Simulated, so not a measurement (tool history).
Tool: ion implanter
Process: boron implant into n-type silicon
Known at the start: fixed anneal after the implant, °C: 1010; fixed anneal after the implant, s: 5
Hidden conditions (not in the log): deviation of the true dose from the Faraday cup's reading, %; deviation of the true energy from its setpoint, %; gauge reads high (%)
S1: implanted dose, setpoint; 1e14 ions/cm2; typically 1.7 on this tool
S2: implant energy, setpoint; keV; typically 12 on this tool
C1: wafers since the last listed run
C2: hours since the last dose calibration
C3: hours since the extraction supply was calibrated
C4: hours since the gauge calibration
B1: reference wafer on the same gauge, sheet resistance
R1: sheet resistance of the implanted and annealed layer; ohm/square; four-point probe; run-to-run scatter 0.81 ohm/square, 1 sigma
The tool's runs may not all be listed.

run,hour,S1,S2,C1,C2,C3,C4,B1,R1
1,0,1.7,14,0,1324.1,5766.6,1658.6,589.94,533.62
# hour 59.8: gauge calibrated
2,84.8,1.7,12,2117,1408.9,5851.4,25,590,544.81
3,135.9,1.7,12,1276,1460,5902.5,76.1,590.11,544.42
4,237.3,1.7,12,2532,1561.4,6003.9,177.5,590.22,544.11
# hour 276: Faraday cup replaced and dose calibrated
5,302,1.96,12,1415,26,6068.6,242.2,590.01,481.26
6,392.6,1.91,12,2262,116.6,6159.2,332.8,589.92,490.93
7,448.6,1.7,12,1398,172.6,6215.2,388.8,590.05,540.6
8,538,1.7,12,2232,262,6304.6,478.2,589.97,541.95
9,640.9,1.7,12,2569,364.9,6407.5,581.1,590.03,542.13
10,733.5,1.7,12,2312,457.5,6500.1,673.7,589.95,541.91
11,827.4,1.48,12,2344,551.4,6594,767.6,589.85,606.11
12,869.5,1.48,12,1051,593.5,6636.1,809.7,589.74,605.37
13,967,1.7,12,2434,691,6733.6,907.2,590.12,541.7
14,1004.4,1.7,12,933,728.4,6771,944.6,590,541.61
15,1072.3,1.7,12,1695,796.3,6838.9,1012.5,589.89,543.34
# hour 1093.6: extraction supply calibrated
16,1128.1,1.7,9,1193,852.1,34.5,1068.3,590.08,563.52
17,1184.1,1.7,9,1398,908.1,90.5,1124.3,589.89,563.28
18,1246.2,1.7,12,1550,970.2,152.6,1186.4,589.84,543.99
19,1325,1.7,12,1967,1049,231.4,1265.2,589.99,544.1
20,1406.9,1.7,12,2045,1130.9,313.3,1347.1,590.04,543.26
21,1495.1,1.7,12,2202,1219.1,401.5,1435.3,589.96,544.25
22,1555,2.04,15.5,1495,1279,461.4,1495.2,590.18,452.64
# hour 1613.4: Faraday cup replaced and dose calibrated
23,1632.8,1.7,8,1743,19.4,539.2,1573,589.89,568.24
24,1705,1.7,12,1803,91.6,611.4,1645.2,589.96,541.4
25,1765,1.29,13,1498,151.6,671.4,1705.2,590.05,665.06
# hour 1767.2: gauge calibrated
26,1853.9,1.89,8,2220,240.5,760.3,86.7,589.99,525
27,1939.2,1.83,15.5,2130,325.8,845.6,172,590,493.23
28,1990.5,2.16,12,1281,377.1,896.9,223.3,590.12,447.46
29,2088,1.7,12,2434,474.6,994.4,320.8,590.01,542.81
30,2151.4,1.5,12,1583,538,1057.8,384.2,589.95,600.85
31,2231.9,2.18,16,2010,618.5,1138.3,464.7,590.04,427
32,2338.4,1.87,12,2659,725,1244.8,571.2,589.86,503.67
33,2461.9,1.7,8.5,3084,848.5,1368.3,694.7,589.89,567.35
34,2752.3,2.19,12,7252,1138.9,1658.7,985.1,589.91,444.16
35,3063.9,1.29,10.5,7781,1450.5,1970.3,1296.7,589.96,690.51

What differs in the tool's unlogged condition from the final listed run ahead of each entry between runs to the first listed run following it?
Logged between run 1 and run 2: gauge calibrated (hour 59.8)
  deviation of the true dose from the Faraday cup's reading, %: -0.882 -> -0.893
  measured less the result without the state, R1: +3.78 -> +3.9 ohm/square
Logged between run 4 and run 5: Faraday cup replaced and dose calibrated (hour 276)
  deviation of the true dose from the Faraday cup's reading, %: -0.909 -> -0.0615
  measured less the result without the state, R1: +3.96 -> +0.24 ohm/square
Logged between run 15 and run 16: extraction supply calibrated (hour 1093.6)
  deviation of the true dose from the Faraday cup's reading, %: -0.796 -> -0.817
  measured less the result without the state, R1: +3.46 -> +3.66 ohm/square
Logged between run 22 and run 23: Faraday cup replaced and dose calibrated (hour 1613.4)
  deviation of the true dose from the Faraday cup's reading, %: -0.921 -> 0.00237
  measured less the result without the state, R1: +3.37 -> -0.01 ohm/square
Logged between run 25 and run 26: gauge calibrated (hour 1767.2)
  deviation of the true dose from the Faraday cup's reading, %: -0.217 -> -0.336
  measured less the result without the state, R1: +1.13 -> +1.4 ohm/square
